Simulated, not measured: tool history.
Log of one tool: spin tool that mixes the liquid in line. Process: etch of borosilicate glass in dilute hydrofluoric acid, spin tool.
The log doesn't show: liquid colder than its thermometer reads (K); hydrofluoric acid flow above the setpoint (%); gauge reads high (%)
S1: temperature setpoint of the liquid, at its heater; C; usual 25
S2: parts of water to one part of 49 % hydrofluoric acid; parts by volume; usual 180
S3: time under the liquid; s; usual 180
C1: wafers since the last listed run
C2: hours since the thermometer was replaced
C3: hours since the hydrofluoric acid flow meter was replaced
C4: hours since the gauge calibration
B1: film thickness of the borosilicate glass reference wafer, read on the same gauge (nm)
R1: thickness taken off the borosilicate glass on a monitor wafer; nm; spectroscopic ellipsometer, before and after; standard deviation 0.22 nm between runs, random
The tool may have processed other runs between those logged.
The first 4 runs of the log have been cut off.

run   hour  S1   S2   S3   C1      C2      C3      C4      B1     R1
  5  196.5  25  160  180  375  1319.7  2327.9  1847.6  141.36  24.63
  6  244.5  25  155  180  357  1367.7  2375.9  1895.6  140.87  25.13
  7  274.7  25  155  180  224  1397.9  2406.1  1925.8  140.47  24.69
  8  318.6  25  155  180  326  1441.8    2450  1969.7  140.01  24.71
  9  372.2  25  245  180  399  1495.4  2503.6  2023.3  139.36   14.3
     377.1  -- hydrofluoric acid flow meter replaced
 10    402  25  245  180  214  1525.2    24.9  2053.1     139  14.21
 11  439.5  25  245  180  279  1562.7    62.4  2090.6  138.55  14.28
     472.2  -- gauge calibrated
 12    481  25  180  180  309  1604.2   103.9     8.8  149.92     22
 13  515.8  25  125  180  259    1639   138.7    43.6  149.91  35.07
 14  586.2  29  155  145  524  1709.4   209.1     114  149.83  24.96
 15  648.8  21   95  255  466    1772   271.7   176.6   149.8  56.27
 16  714.3  25  180  115  487  1837.5   337.2   242.1  149.73  14.16
     755.5  -- thermometer replaced
 17    756  25  250   80  303     0.5   378.9   283.8   149.6   6.55
 18  801.6  20  250  150  339    46.1   424.5   329.4  149.56   10.2
 19  868.3  21  145  180  496   112.8   491.2   396.1  149.41  24.59
 20  918.8  28  265   80  376   163.3   541.7   446.6  149.29   6.78
 21  946.4  30  145   75  205   190.9   569.3   474.2  149.24  14.52

What will run 22 give?
 22  1007.4  25  180  180  454  251.9  630.3  535.2   ?   ?

B1: 149.07
R1: 22.24 nm
With the hidden condition absent and the run-to-run variation left alone, this run would have shown R1 22.39 nm.
